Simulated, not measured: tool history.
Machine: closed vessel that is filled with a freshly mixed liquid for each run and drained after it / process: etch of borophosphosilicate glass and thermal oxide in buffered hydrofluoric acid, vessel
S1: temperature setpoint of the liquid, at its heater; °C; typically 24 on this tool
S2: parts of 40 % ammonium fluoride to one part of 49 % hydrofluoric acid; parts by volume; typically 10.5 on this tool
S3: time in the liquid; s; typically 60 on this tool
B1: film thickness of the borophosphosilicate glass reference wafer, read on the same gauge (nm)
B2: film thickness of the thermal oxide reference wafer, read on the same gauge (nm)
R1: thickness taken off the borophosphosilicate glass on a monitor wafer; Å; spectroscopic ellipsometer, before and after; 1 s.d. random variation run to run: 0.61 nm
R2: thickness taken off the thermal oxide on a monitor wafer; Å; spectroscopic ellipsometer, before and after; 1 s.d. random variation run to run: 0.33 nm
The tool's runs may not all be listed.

run 1 day=0 | S1=24 S2=10.5 S3=60 | B1=50.01 B2=150 | R1=729.4 R2=645.9
run 2 day=3.142 | S1=24 S2=13.5 S3=35 | B1=49.98 B2=150.01 | R1=328.4 R2=294.4
run 3 day=5.471 | S1=24 S2=13.5 S3=35 | B1=50.02 B2=149.99 | R1=330.5 R2=291.7
run 4 day=14.233 | S1=24 S2=13.5 S3=35 | B1=50 B2=149.99 | R1=332.6 R2=291.7
run 5 day=16.012 | S1=24 S2=10.5 S3=60 | B1=50 B2=150.01 | R1=739.1 R2=640.2
-- day=18.858 thermometer replaced
run 6 day=19.629 | S1=24 S2=10.5 S3=60 | B1=49.99 B2=150.02 | R1=734.3 R2=646
-- day=19.738 gauge calibrated
run 7 day=23.329 | S1=24 S2=10.5 S3=60 | B1=50.04 B2=149.99 | R1=734.8 R2=644.7
run 8 day=25.175 | S1=24 S2=10.5 S3=60 | B1=49.99 B2=149.99 | R1=732.2 R2=640.1
run 9 day=28.933 | S1=24 S2=10.5 S3=85 | B1=50 B2=149.97 | R1=1021.2 R2=904.1
run 10 day=33.129 | S1=24 S2=10.5 S3=85 | B1=50 B2=150.02 | R1=1029.1 R2=904.1
run 11 day=35.429 | S1=21.5 S2=9 S3=75 | B1=49.98 B2=150 | R1=895.5 R2=787.2
run 12 day=38.083 | S1=24 S2=10.5 S3=60 | B1=50 B2=150 | R1=731.5 R2=643.4
run 13 day=39.596 | S1=24 S2=7 S3=80 | B1=49.99 B2=150.01 | R1=1438.6 R2=1261.4
-- day=49.242 thermometer replaced
-- day=49.533 hydrofluoric acid flow meter replaced
run 14 day=51.783 | S1=24 S2=12.5 S3=85 | B1=50.01 B2=150 | R1=868.5 R2=768.5
run 15 day=55.379 | S1=24 S2=10.5 S3=85 | B1=49.96 B2=150 | R1=1026.4 R2=907.2
run 16 day=60.233 | S1=25.5 S2=12.5 S3=40 | B1=49.95 B2=150.01 | R1=440.3 R2=391.3
run 17 day=62.512 | S1=29 S2=8.5 S3=85 | B1=49.96 B2=150 | R1=1615 R2=1412.7
run 18 day=66.808 | S1=27.5 S2=7.5 S3=90 | B1=49.97 B2=150.01 | R1=1818.7 R2=1585.5
run 19 day=69.238 | S1=24 S2=10.5 S3=60 | B1=50 B2=149.99 | R1=727.8 R2=644.6
run 20 day=72.288 | S1=24 S2=7.5 S3=60 | B1=50.04 B2=150 | R1=986.5 R2=881.4
run 21 day=76.204 | S1=24 S2=11.5 S3=60 | B1=49.96 B2=150.01 | R1=663.4 R2=592.8
run 22 day=78.358 | S1=24 S2=14 S3=60 | B1=50.01 B2=149.98 | R1=552.4 R2=484
run 23 day=81.217 | S1=29 S2=10.5 S3=35 | B1=49.98 B2=150.01 | R1=555.7 R2=493.5
run 24 day=83.329 | S1=27.5 S2=7 S3=60 | B1=50.02 B2=150 | R1=1304.1 R2=1138.2
-- day=84.258 gauge calibrated
run 25 day=87.138 | S1=25.5 S2=14 S3=60 | B1=50.03 B2=150.01 | R1=593.7 R2=529.1

What if the next run were any one of these 4? Each begins from the tool's condition after run 25:
run A day=87.167 | S1=24 S2=12 S3=60 | B1=? B2=? | R1=? R2=?
run B day=87.167 | S1=24 S2=8 S3=35 | B1=? B2=? | R1=? R2=?
run C day=87.167 | S1=28 S2=12 S3=60 | B1=? B2=? | R1=? R2=?
run D day=87.167 | S1=24 S2=9.5 S3=60 | B1=? B2=? | R1=? R2=?

run=A B1=50.01 B2=150.02 R1=643.2 R2=561
run=B B1=50.01 B2=150.02 R1=546 R2=474.6
run=C B1=50.01 B2=150.02 R1=796.1 R2=695.8
run=D B1=50.01 B2=150.02 R1=794.9 R2=692.1
The same runs, with their run-to-run variation unchanged, on a tool lacking any hidden condition would have given:
run=A R1=643.2 R2=561
run=B R1=546 R2=474.6
run=C R1=796.1 R2=695.8
run=D R1=794.9 R2=692.1
